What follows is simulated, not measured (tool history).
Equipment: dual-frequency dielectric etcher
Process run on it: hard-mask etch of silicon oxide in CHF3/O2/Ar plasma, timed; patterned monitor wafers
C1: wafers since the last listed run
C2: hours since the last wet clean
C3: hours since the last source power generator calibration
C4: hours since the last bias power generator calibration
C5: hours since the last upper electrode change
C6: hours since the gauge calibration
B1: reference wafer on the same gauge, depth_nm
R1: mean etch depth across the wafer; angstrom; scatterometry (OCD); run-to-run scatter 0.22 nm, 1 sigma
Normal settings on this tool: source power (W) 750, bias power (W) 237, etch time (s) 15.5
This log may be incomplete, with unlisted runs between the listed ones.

Run 1, hour 0: usual settings but source power (W) 600; C1 0; C2 589; C3 2402.5; C4 2258.9; C5 4382.1; C6 166.1; B1 34.49. Result: R1 346.1 angstrom.
At hour 47.6: wet clean of the chamber.
Run 2, hour 48.1: usual settings but source power (W) 600; C1 392; C2 0.5; C3 2450.6; C4 2307; C5 4430.2; C6 214.2; B1 34.5. Result: R1 359.5 angstrom.
Run 3, hour 59: usual settings but source power (W) 600; C1 177; C2 11.4; C3 2461.5; C4 2317.9; C5 4441.1; C6 225.1; B1 34.51. Result: R1 362.1 angstrom.
Run 4, hour 93.8: usual settings; C1 566; C2 46.2; C3 2496.3; C4 2352.7; C5 4475.9; C6 259.9; B1 34.52. Result: R1 400.8 angstrom.
Run 5, hour 134.1: usual settings; C1 655; C2 86.5; C3 2536.6; C4 2393; C5 4516.2; C6 300.2; B1 34.49. Result: R1 399.5 angstrom.
Run 6, hour 169.8: usual settings; C1 580; C2 122.2; C3 2572.3; C4 2428.7; C5 4551.9; C6 335.9; B1 34.5. Result: R1 401 angstrom.
Run 7, hour 197.5: usual settings; C1 450; C2 149.9; C3 2600; C4 2456.4; C5 4579.6; C6 363.6; B1 34.47. Result: R1 399 angstrom.
Run 8, hour 234.8: usual settings; C1 606; C2 187.2; C3 2637.3; C4 2493.7; C5 4616.9; C6 400.9; B1 34.47. Result: R1 396.8 angstrom.
At hour 255.3: gauge calibrated.
Run 9, hour 267: usual settings but source power (W) 590, bias power (W) 192; C1 523; C2 219.4; C3 2669.5; C4 2525.9; C5 4649.1; C6 11.7; B1 34.47. Result: R1 331.7 angstrom.
Run 10, hour 332.2: usual settings but source power (W) 700, bias power (W) 204, etch time (s) 13; C1 1060; C2 284.6; C3 2734.7; C4 2591.1; C5 4714.3; C6 76.9; B1 34.46. Result: R1 303.1 angstrom.
Run 11, hour 397.3: usual settings but source power (W) 610, bias power (W) 197; C1 1059; C2 349.7; C3 2799.8; C4 2656.2; C5 4779.4; C6 142; B1 34.45. Result: R1 334.4 angstrom.
At hour 422.2: bias power generator calibrated.
Run 12, hour 444.6: usual settings but bias power (W) 277; C1 704; C2 397; C3 2847.1; C4 22.4; C5 4826.7; C6 189.3; B1 34.51. Result: R1 409.7 angstrom.
At hour 472.8: source power generator calibrated.
At hour 491.8: upper electrode replaced.
At hour 564.1: wet clean of the chamber.
Run 13, hour 576.4: usual settings but etch time (s) 17; C1 1380; C2 12.3; C3 103.6; C4 154.2; C5 84.6; C6 321.1; B1 34.47. Result: R1 449.4 angstrom.
Run 14, hour 611.9: usual settings; C1 577; C2 47.8; C3 139.1; C4 189.7; C5 120.1; C6 356.6; B1 34.58. Result: R1 406 angstrom.
At hour 629.9: gauge calibrated.
Run 15, hour 661.5: usual settings but source power (W) 590; C1 806; C2 97.4; C3 188.7; C4 239.3; C5 169.7; C6 31.6; B1 34.47. Result: R1 357.1 angstrom.
Run 16, hour 710.6: usual settings but source power (W) 920, bias power (W) 273, etch time (s) 13; C1 798; C2 146.5; C3 237.8; C4 288.4; C5 218.8; C6 80.7; B1 34.5. Result: R1 387.5 angstrom.

What if the next run were any one of these 5? Each begins from the tool's condition after run 16:
Run A, hour 711: usual settings but bias power (W) 274; C1 6; C2 146.9; C3 238.2; C4 288.8; C5 219.2; C6 81.1; B1 ?. Result: R1 ?.
Run B, hour 711: usual settings but bias power (W) 262; C1 6; C2 146.9; C3 238.2; C4 288.8; C5 219.2; C6 81.1; B1 ?. Result: R1 ?.
Run C, hour 711: usual settings but bias power (W) 274, etch time (s) 17; C1 6; C2 146.9; C3 238.2; C4 288.8; C5 219.2; C6 81.1; B1 ?. Result: R1 ?.
Run D, hour 711: usual settings but source power (W) 890, etch time (s) 18; C1 6; C2 146.9; C3 238.2; C4 288.8; C5 219.2; C6 81.1; B1 ?. Result: R1 ?.
Run E, hour 711: usual settings but source power (W) 920, bias power (W) 263; C1 6; C2 146.9; C3 238.2; C4 288.8; C5 219.2; C6 81.1; B1 ?. Result: R1 ?.

run    B1     R1
  A  34.5  422.8
  B  34.5    417
  C  34.5  463.7
  D  34.5  510.7
  E  34.5  460.6
Had the tool no hidden state, the same runs would have come out as:
run     R1
  A    427
  B  421.2
  C  468.4
  D  515.8
  E  465.3
